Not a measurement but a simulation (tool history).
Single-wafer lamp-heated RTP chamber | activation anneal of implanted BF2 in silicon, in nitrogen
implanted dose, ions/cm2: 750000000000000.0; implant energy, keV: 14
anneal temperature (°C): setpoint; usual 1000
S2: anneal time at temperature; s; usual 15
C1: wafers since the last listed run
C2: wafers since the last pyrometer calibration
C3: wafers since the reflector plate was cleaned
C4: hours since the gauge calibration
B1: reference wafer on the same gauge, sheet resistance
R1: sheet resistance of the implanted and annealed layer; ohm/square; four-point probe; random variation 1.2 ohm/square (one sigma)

{"run": 1, "day": 0.0, "anneal temperature (°C)": 1000, "S2": 15, "C1": 0, "C2": 5574, "C3": 1118, "C4": 510, "B1": 226.05, "R1": 239.17}
{"run": 2, "day": 0.971, "anneal temperature (°C)": 1000, "S2": 15, "C1": 549, "C2": 6123, "C3": 1668, "C4": 533.3, "B1": 226.13, "R1": 238.63}
{"run": 3, "day": 1.542, "anneal temperature (°C)": 1000, "S2": 15, "C1": 322, "C2": 6446, "C3": 1991, "C4": 547, "B1": 225.91, "R1": 240.38}
{"run": 4, "day": 2.225, "anneal temperature (°C)": 1000, "S2": 21, "C1": 386, "C2": 6833, "C3": 2377, "C4": 563.4, "B1": 225.93, "R1": 224.22}
{"run": 5, "day": 2.554, "anneal temperature (°C)": 1000, "S2": 20, "C1": 186, "C2": 7019, "C3": 2563, "C4": 571.3, "B1": 226.1, "R1": 227.75}
{"run": 6, "day": 3.038, "anneal temperature (°C)": 1000, "S2": 20, "C1": 273, "C2": 7292, "C3": 2837, "C4": 582.9, "B1": 225.88, "R1": 227.93}
{"run": 7, "day": 4.788, "anneal temperature (°C)": 1000, "S2": 20, "C1": 990, "C2": 8282, "C3": 3827, "C4": 624.9, "B1": 225.79, "R1": 225.68}
{"day": 5.279, "done": "pyrometer window cleaned and pyrometer calibrated"}
{"run": 8, "day": 5.3, "anneal temperature (°C)": 1000, "S2": 18, "C1": 101, "C2": 12, "C3": 3928, "C4": 637.2, "B1": 225.59, "R1": 228.01}
{"run": 9, "day": 5.529, "anneal temperature (°C)": 1000, "S2": 15, "C1": 129, "C2": 141, "C3": 4058, "C4": 642.7, "B1": 225.97, "R1": 235.2}
{"run": 10, "day": 6.208, "anneal temperature (°C)": 1000, "S2": 15, "C1": 384, "C2": 526, "C3": 4442, "C4": 659, "B1": 225.79, "R1": 236.49}
{"run": 11, "day": 6.558, "anneal temperature (°C)": 1000, "S2": 15, "C1": 198, "C2": 724, "C3": 4640, "C4": 667.4, "B1": 226.17, "R1": 234.48}
{"run": 12, "day": 7.158, "anneal temperature (°C)": 1000, "S2": 15, "C1": 339, "C2": 1063, "C3": 4980, "C4": 681.8, "B1": 225.93, "R1": 231.89}
{"run": 13, "day": 7.7, "anneal temperature (°C)": 1000, "S2": 19, "C1": 306, "C2": 1370, "C3": 5286, "C4": 694.8, "B1": 226.07, "R1": 227.37}
{"run": 14, "day": 8.342, "anneal temperature (°C)": 1000, "S2": 19, "C1": 363, "C2": 1733, "C3": 5649, "C4": 710.2, "B1": 225.99, "R1": 227.08}
{"run": 15, "day": 8.967, "anneal temperature (°C)": 1017, "S2": 15, "C1": 353, "C2": 2086, "C3": 6003, "C4": 725.2, "B1": 226.08, "R1": 214.65}
{"run": 16, "day": 9.321, "anneal temperature (°C)": 1000, "S2": 12, "C1": 200, "C2": 2287, "C3": 6203, "C4": 733.7, "B1": 226.1, "R1": 242.16}
{"run": 17, "day": 9.758, "anneal temperature (°C)": 1020, "S2": 21, "C1": 247, "C2": 2534, "C3": 6451, "C4": 744.2, "B1": 225.85, "R1": 200.43}
{"day": 10.488, "done": "gauge calibrated"}
{"run": 18, "day": 10.488, "anneal temperature (°C)": 1000, "S2": 9, "C1": 412, "C2": 2947, "C3": 6863, "C4": 0, "B1": 226.11, "R1": 247.43}
{"run": 19, "day": 10.929, "anneal temperature (°C)": 978, "S2": 10, "C1": 249, "C2": 3197, "C3": 7113, "C4": 10.6, "B1": 225.96, "R1": 278.79}
{"run": 20, "day": 11.562, "anneal temperature (°C)": 1000, "S2": 15, "C1": 358, "C2": 3555, "C3": 7472, "C4": 25.8, "B1": 225.85, "R1": 233.87}
{"day": 12.838, "done": "reflector plate cleaned"}
{"run": 21, "day": 13.358, "anneal temperature (°C)": 1000, "S2": 15, "C1": 827, "C2": 4382, "C3": 295, "C4": 68.9, "B1": 225.88, "R1": 241.84}
{"run": 22, "day": 13.717, "anneal temperature (°C)": 1000, "S2": 15, "C1": 202, "C2": 4585, "C3": 498, "C4": 77.5, "B1": 226.01, "R1": 243}
{"run": 23, "day": 13.996, "anneal temperature (°C)": 1017, "S2": 19, "C1": 157, "C2": 4743, "C3": 656, "C4": 84.2, "B1": 226.21, "R1": 213.86}
{"run": 24, "day": 14.583, "anneal temperature (°C)": 990, "S2": 7, "C1": 332, "C2": 5075, "C3": 988, "C4": 98.3, "B1": 226.02, "R1": 281.75}
{"run": 25, "day": 15.317, "anneal temperature (°C)": 1000, "S2": 15, "C1": 414, "C2": 5490, "C3": 1403, "C4": 115.9, "B1": 226.21, "R1": 238.7}
{"run": 26, "day": 15.929, "anneal temperature (°C)": 1028, "S2": 15, "C1": 346, "C2": 5837, "C3": 1750, "C4": 130.6, "B1": 226.3, "R1": 208.17}
{"run": 27, "day": 16.317, "anneal temperature (°C)": 979, "S2": 23, "C1": 219, "C2": 6056, "C3": 1969, "C4": 139.9, "B1": 226.08, "R1": 255.69}
{"run": 28, "day": 17.0, "anneal temperature (°C)": 991, "S2": 15, "C1": 386, "C2": 6443, "C3": 2356, "C4": 156.3, "B1": 225.83, "R1": 249.81}
{"day": 17.483, "done": "pyrometer window cleaned and pyrometer calibrated"}
{"run": 29, "day": 17.504, "anneal temperature (°C)": 978, "S2": 22, "C1": 96, "C2": 11, "C3": 2452, "C4": 168.4, "B1": 226.12, "R1": 256.87}
{"run": 30, "day": 17.958, "anneal temperature (°C)": 979, "S2": 23, "C1": 256, "C2": 268, "C3": 2709, "C4": 179.3, "B1": 226.33, "R1": 255.54}
{"run": 31, "day": 18.275, "anneal temperature (°C)": 1015, "S2": 10, "C1": 179, "C2": 447, "C3": 2888, "C4": 186.9, "B1": 226.03, "R1": 229.85}
{"run": 32, "day": 18.6, "anneal temperature (°C)": 1000, "S2": 8, "C1": 183, "C2": 631, "C3": 3072, "C4": 194.7, "B1": 226.09, "R1": 253.82}
{"run": 33, "day": 19.329, "anneal temperature (°C)": 1000, "S2": 15, "C1": 412, "C2": 1043, "C3": 3485, "C4": 212.2, "B1": 225.95, "R1": 235.63}
{"run": 34, "day": 19.7, "anneal temperature (°C)": 1011, "S2": 15, "C1": 209, "C2": 1253, "C3": 3695, "C4": 221.1, "B1": 226.15, "R1": 221.02}
{"run": 35, "day": 20.133, "anneal temperature (°C)": 1000, "S2": 15, "C1": 245, "C2": 1498, "C3": 3940, "C4": 231.5, "B1": 225.98, "R1": 235.02}
{"run": 36, "day": 20.838, "anneal temperature (°C)": 1000, "S2": 23, "C1": 398, "C2": 1897, "C3": 4338, "C4": 248.4, "B1": 226.15, "R1": 220.83}
{"run": 37, "day": 21.354, "anneal temperature (°C)": 1000, "S2": 15, "C1": 292, "C2": 2189, "C3": 4631, "C4": 260.8, "B1": 226.02, "R1": 235.22}
{"run": 38, "day": 22.054, "anneal temperature (°C)": 988, "S2": 15, "C1": 396, "C2": 2585, "C3": 5027, "C4": 277.6, "B1": 225.88, "R1": 249.57}

Measured less the same run without the tool's hidden state. The same run-to-run variation is in both; the gauge's scatter may not be:
The hidden state here: true wafer temperature minus pyrometer reading, K; wafer temperature error from the tarnished reflector plate, K; gauge reads high (%).
run=1 R1=-4.69
run=2 R1=-6
run=3 R1=-6.7
run=4 R1=-7.16
run=5 R1=-7.53
run=6 R1=-7.94
run=7 R1=-9.03
run=8 R1=-9.3
run=9 R1=-9.52
run=10 R1=-9.89
run=11 R1=-9.94
run=12 R1=-10.06
run=13 R1=-10.29
run=14 R1=-10.45
run=15 R1=-8.97
run=16 R1=-10.95
run=17 R1=-7.9
run=18 R1=-11.36
run=19 R1=-17.15
run=20 R1=-11.18
run=21 R1=-2.08
run=22 R1=-2.8
run=23 R1=-2.55
run=24 R1=-5.39
run=25 R1=-5.3
run=26 R1=-4.66
run=27 R1=-9.03
run=28 R1=-8.52
run=29 R1=-10.85
run=30 R1=-11.19
run=31 R1=-7.4
run=32 R1=-8.86
run=33 R1=-8.89
run=34 R1=-7.87
run=35 R1=-9.32
run=36 R1=-9.47
run=37 R1=-9.87
run=38 R1=-12.63
